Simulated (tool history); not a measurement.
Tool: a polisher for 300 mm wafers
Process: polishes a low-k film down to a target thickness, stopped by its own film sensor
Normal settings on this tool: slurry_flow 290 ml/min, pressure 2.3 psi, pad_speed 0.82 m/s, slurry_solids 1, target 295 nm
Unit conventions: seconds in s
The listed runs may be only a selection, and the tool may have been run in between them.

| run | day | slurry_flow | pressure | pad_speed | slurry_solids | target | wafers since the last listed run | wafers polished on this pad | hours since the slurry nozzle was cleaned | hours since the head pressure was calibrated | hours since the slurry blender was calibrated | hours since the conditioning disc was replaced | incoming thickness of the incoming film, nm | seconds |
|---|---|---|---|---|---|---|---|---|---|---|---|---|---|---|
| 1 | 0 | 290 | 2.3 | 0.82 | 1 | 295 | 0 | 938 | 236.3 | 170.4 | 361.1 | 23.7 | 349.9 | 160.5 |
| 2 | 3.962 | 330 | 2.3 | 0.82 | 1 | 295 | 503 | 1442 | 331.4 | 265.5 | 456.2 | 118.8 | 351.8 | 165.4 |
|  | 5.575 | slurry blender recalibrated |
| 3 | 5.671 | 330 | 2.3 | 0.82 | 1 | 295 | 206 | 1649 | 372.4 | 306.5 | 2.3 | 159.8 | 349.8 | 145.1 |
| 4 | 8.129 | 330 | 2.3 | 0.82 | 1 | 295 | 312 | 1961 | 431.4 | 365.5 | 61.3 | 218.8 | 350 | 152.3 |
|  | 9.512 | worn pad replaced by a new one |
|  | 11.321 | slurry nozzle cleaned |
| 5 | 11.367 | 290 | 2.3 | 0.82 | 1 | 295 | 385 | 230 | 1.1 | 443.2 | 139 | 296.5 | 345.5 | 141.5 |
| 6 | 14.146 | 290 | 2.3 | 0.82 | 1 | 295 | 353 | 583 | 67.8 | 509.9 | 205.7 | 363.2 | 343 | 143.1 |
|  | 14.838 | head pressure recalibrated |
|  | 16.588 | conditioning disc replaced and pad reconditioned |
| 7 | 17.512 | 290 | 2.3 | 0.82 | 1 | 295 | 406 | 990 | 148.6 | 64.2 | 286.5 | 22.2 | 349.2 | 157.6 |
| 8 | 21.9 | 290 | 2.3 | 0.82 | 1 | 295 | 557 | 1548 | 253.9 | 169.5 | 391.8 | 127.5 | 346.6 | 157.9 |
|  | 22.867 | slurry blender recalibrated |
| 9 | 24.458 | 290 | 2.3 | 0.82 | 1 | 295 | 314 | 1863 | 315.3 | 230.9 | 38.2 | 188.9 | 348.8 | 143.2 |
|  | 27.35 | worn pad replaced by a new one |
| 10 | 28.912 | 290 | 2.3 | 0.82 | 1 | 295 | 545 | 198 | 422.2 | 337.8 | 145.1 | 295.8 | 351.6 | 166.1 |
| 11 | 31.175 | 290 | 2.3 | 0.82 | 1 | 295 | 287 | 486 | 476.5 | 392.1 | 199.4 | 350.1 | 349.6 | 156.9 |
|  | 32.042 | slurry nozzle cleaned |
| 12 | 33.646 | 355 | 1.7 | 0.82 | 1 | 295 | 308 | 795 | 38.5 | 451.4 | 258.7 | 409.4 | 355.2 | 237.3 |
|  | 34.896 | head pressure recalibrated |
|  | 35.625 | conditioning disc replaced and pad reconditioned |
| 13 | 36.229 | 290 | 2.3 | 0.66 | 1 | 307 | 307 | 1102 | 100.5 | 32 | 320.7 | 14.5 | 348.4 | 146.5 |
| 14 | 39.588 | 290 | 2.3 | 0.82 | 1 | 295 | 427 | 1529 | 181.1 | 112.6 | 401.3 | 95.1 | 352.6 | 172.8 |
| 15 | 43.467 | 290 | 2.3 | 0.82 | 1.1 | 295 | 493 | 2023 | 274.2 | 205.7 | 494.4 | 188.2 | 352.1 | 166.5 |
|  | 43.95 | slurry blender recalibrated |
| 16 | 45.808 | 290 | 1.7 | 0.82 | 0.7 | 313 | 287 | 2310 | 330.4 | 261.9 | 44.6 | 244.4 | 350.7 | 152.5 |
|  | 46.958 | worn pad replaced by a new one |
| 17 | 49.642 | 290 | 2.3 | 0.82 | 1 | 311 | 466 | 341 | 422.4 | 353.9 | 136.6 | 336.4 | 349.9 | 110.5 |

Run 18 is up next; what results do you expect?
|  | 52.838 | slurry nozzle cleaned |
| 18 | 54.004 | 290 | 2.3 | 0.82 | 1 | 309 | 549 | 890 | 28 | 458.6 | 241.3 | 441.1 | 348.7 | ? |

Logged for run 18: seconds 112.3 s.
If the tool had no hidden condition, the same run with the same run-to-run variation would have returned seconds 101.1 s.

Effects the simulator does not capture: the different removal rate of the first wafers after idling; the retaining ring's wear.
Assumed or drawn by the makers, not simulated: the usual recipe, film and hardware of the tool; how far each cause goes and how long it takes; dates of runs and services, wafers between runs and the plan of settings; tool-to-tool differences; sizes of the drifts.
